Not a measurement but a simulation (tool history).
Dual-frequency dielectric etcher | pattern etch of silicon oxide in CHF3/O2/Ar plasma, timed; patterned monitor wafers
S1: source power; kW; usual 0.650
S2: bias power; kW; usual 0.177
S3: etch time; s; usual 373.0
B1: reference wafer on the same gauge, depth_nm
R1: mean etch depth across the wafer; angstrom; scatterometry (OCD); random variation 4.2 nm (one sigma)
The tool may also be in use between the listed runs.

run	hour	S1	S2	S3	B1	R1
1	0.0	0.650	0.177	373.0	798.9	8705
2	29.1	0.650	0.177	373.0	798.6	8817
3	52.8	0.650	0.177	373.0	799.7	8709
4	77.5	0.650	0.177	373.0	798.5	8792
5	107.9	0.650	0.177	373.0	798.6	8802
6	142.3	0.650	0.177	373.0	799.3	8785
# hour 190.5: wet clean of the chamber
# hour 209.1: upper electrode replaced
7	209.6	0.650	0.205	373.0	799.6	8843
8	210.0	0.650	0.205	373.0	798.4	8837
9	221.2	0.650	0.205	373.0	799.2	8842
10	236.3	0.650	0.177	373.0	798.7	8397
11	272.1	0.650	0.177	373.0	801.2	8458
12	285.7	0.650	0.144	373.0	799.5	7832
13	315.0	0.760	0.193	373.0	800.2	9064
14	338.3	0.650	0.177	373.0	799.5	8515
# hour 366.9: bias power generator calibrated
15	373.7	0.690	0.177	421.5	799.5	9703
16	391.8	0.650	0.177	373.0	797.1	8579
# hour 413.7: gauge calibrated
17	427.7	0.730	0.135	418.0	798.7	9005
18	443.2	0.650	0.133	416.5	798.9	8665
19	461.6	0.650	0.177	280.5	799.6	6479

Forecast run 20:
20	475.3	0.570	0.177	373.0	?	?

B1: 799.3
R1: 8372 angstrom
Without the tool's hidden state the same run would have given R1 8193 angstrom.

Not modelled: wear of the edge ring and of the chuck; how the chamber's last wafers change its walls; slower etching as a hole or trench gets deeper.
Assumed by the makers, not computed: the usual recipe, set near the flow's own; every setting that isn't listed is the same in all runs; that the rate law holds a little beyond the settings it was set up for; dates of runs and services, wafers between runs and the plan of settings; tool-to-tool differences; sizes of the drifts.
